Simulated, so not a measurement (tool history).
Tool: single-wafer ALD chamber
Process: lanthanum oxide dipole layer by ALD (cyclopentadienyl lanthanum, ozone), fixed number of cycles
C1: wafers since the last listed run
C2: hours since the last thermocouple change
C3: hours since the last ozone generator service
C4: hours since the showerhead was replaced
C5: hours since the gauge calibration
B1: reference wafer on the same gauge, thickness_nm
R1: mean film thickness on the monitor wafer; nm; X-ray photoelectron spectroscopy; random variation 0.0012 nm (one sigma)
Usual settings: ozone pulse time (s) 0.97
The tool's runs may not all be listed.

Run 1, hour 0.0: usual settings but ozone pulse time (s) 0.82; C1 0; C2 2898.8; C3 823.0; C4 2979.9; C5 144.3; B1 0.509. Result: R1 0.439 nm.
Run 2, hour 13.7: usual settings but ozone pulse time (s) 0.82; C1 283; C2 2912.5; C3 836.7; C4 2993.6; C5 158.0; B1 0.510. Result: R1 0.437 nm.
Run 3, hour 22.4: usual settings but ozone pulse time (s) 0.82; C1 179; C2 2921.2; C3 845.4; C4 3002.3; C5 166.7; B1 0.509. Result: R1 0.438 nm.
Run 4, hour 39.4: usual settings; C1 351; C2 2938.2; C3 862.4; C4 3019.3; C5 183.7; B1 0.509. Result: R1 0.462 nm.
Run 5, hour 45.9: usual settings; C1 134; C2 2944.7; C3 868.9; C4 3025.8; C5 190.2; B1 0.508. Result: R1 0.461 nm.
Run 6, hour 52.5: usual settings; C1 136; C2 2951.3; C3 875.5; C4 3032.4; C5 196.8; B1 0.509. Result: R1 0.460 nm.
Run 7, hour 61.1: usual settings but ozone pulse time (s) 1.06; C1 177; C2 2959.9; C3 884.1; C4 3041.0; C5 205.4; B1 0.508. Result: R1 0.475 nm.
Run 8, hour 70.7: usual settings but ozone pulse time (s) 1.06; C1 198; C2 2969.5; C3 893.7; C4 3050.6; C5 215.0; B1 0.509. Result: R1 0.471 nm.
Run 9, hour 86.9: usual settings but ozone pulse time (s) 1.06; C1 335; C2 2985.7; C3 909.9; C4 3066.8; C5 231.2; B1 0.509. Result: R1 0.473 nm.
Run 10, hour 93.8: usual settings; C1 142; C2 2992.6; C3 916.8; C4 3073.7; C5 238.1; B1 0.509. Result: R1 0.462 nm.
Run 11, hour 102.8: usual settings; C1 186; C2 3001.6; C3 925.8; C4 3082.7; C5 247.1; B1 0.509. Result: R1 0.460 nm.
At hour 126.8: showerhead replaced.
At hour 139.1: thermocouple changed; heater temperature recalibrated.
Run 12, hour 139.6: usual settings; C1 430; C2 0.5; C3 962.6; C4 12.8; C5 283.9; B1 0.509. Result: R1 0.463 nm.
Run 13, hour 152.4: usual settings but ozone pulse time (s) 0.79; C1 264; C2 13.3; C3 975.4; C4 25.6; C5 296.7; B1 0.509. Result: R1 0.433 nm.
Run 14, hour 159.2: usual settings but ozone pulse time (s) 0.79; C1 140; C2 20.1; C3 982.2; C4 32.4; C5 303.5; B1 0.509. Result: R1 0.434 nm.
At hour 169.5: ozone generator serviced.
Run 15, hour 171.3: usual settings but ozone pulse time (s) 0.77; C1 84; C2 32.2; C3 1.8; C4 44.5; C5 315.6; B1 0.509. Result: R1 0.429 nm.
Run 16, hour 185.8: usual settings but ozone pulse time (s) 0.78; C1 299; C2 46.7; C3 16.3; C4 59.0; C5 330.1; B1 0.509. Result: R1 0.431 nm.
Run 17, hour 192.8: usual settings; C1 144; C2 53.7; C3 23.3; C4 66.0; C5 337.1; B1 0.509. Result: R1 0.462 nm.
At hour 193.2: gauge calibrated.
Run 18, hour 201.9: usual settings; C1 188; C2 62.8; C3 32.4; C4 75.1; C5 8.7; B1 0.510. Result: R1 0.463 nm.
Run 19, hour 255.8: usual settings but ozone pulse time (s) 0.61; C1 1114; C2 116.7; C3 86.3; C4 129.0; C5 62.6; B1 0.509. Result: R1 0.391 nm.
Run 20, hour 262.2: usual settings but ozone pulse time (s) 0.73; C1 132; C2 123.1; C3 92.7; C4 135.4; C5 69.0; B1 0.509. Result: R1 0.421 nm.
Run 21, hour 275.7: usual settings but ozone pulse time (s) 1.30; C1 279; C2 136.6; C3 106.2; C4 148.9; C5 82.5; B1 0.510. Result: R1 0.495 nm.
Run 22, hour 286.6: usual settings but ozone pulse time (s) 1.12; C1 225; C2 147.5; C3 117.1; C4 159.8; C5 93.4; B1 0.509. Result: R1 0.479 nm.
Run 23, hour 293.7: usual settings; C1 146; C2 154.6; C3 124.2; C4 166.9; C5 100.5; B1 0.508. Result: R1 0.461 nm.
Run 24, hour 306.8: usual settings but ozone pulse time (s) 0.84; C1 270; C2 167.7; C3 137.3; C4 180.0; C5 113.6; B1 0.510. Result: R1 0.441 nm.
Run 25, hour 316.4: usual settings but ozone pulse time (s) 0.87; C1 198; C2 177.3; C3 146.9; C4 189.6; C5 123.2; B1 0.509. Result: R1 0.448 nm.
Run 26, hour 324.4: usual settings but ozone pulse time (s) 1.27; C1 165; C2 185.3; C3 154.9; C4 197.6; C5 131.2; B1 0.509. Result: R1 0.493 nm.
Run 27, hour 337.7: usual settings but ozone pulse time (s) 1.08; C1 275; C2 198.6; C3 168.2; C4 210.9; C5 144.5; B1 0.509. Result: R1 0.474 nm.
Run 28, hour 353.8: usual settings but ozone pulse time (s) 1.11; C1 332; C2 214.7; C3 184.3; C4 227.0; C5 160.6; B1 0.509. Result: R1 0.478 nm.
Run 29, hour 367.2: usual settings but ozone pulse time (s) 1.35; C1 277; C2 228.1; C3 197.7; C4 240.4; C5 174.0; B1 0.509. Result: R1 0.501 nm.
Run 30, hour 378.4: usual settings but ozone pulse time (s) 1.31; C1 231; C2 239.3; C3 208.9; C4 251.6; C5 185.2; B1 0.509. Result: R1 0.497 nm.
Run 31, hour 388.4: usual settings but ozone pulse time (s) 1.13; C1 206; C2 249.3; C3 218.9; C4 261.6; C5 195.2; B1 0.509. Result: R1 0.481 nm.

What the log doesn't show, run by run:
wafer temperature above the value expected at the setpoint (K): 0 in every run
ozone dose above that of a generator just serviced (%): 0 in every run
gauge reads high (%): 0 in every run

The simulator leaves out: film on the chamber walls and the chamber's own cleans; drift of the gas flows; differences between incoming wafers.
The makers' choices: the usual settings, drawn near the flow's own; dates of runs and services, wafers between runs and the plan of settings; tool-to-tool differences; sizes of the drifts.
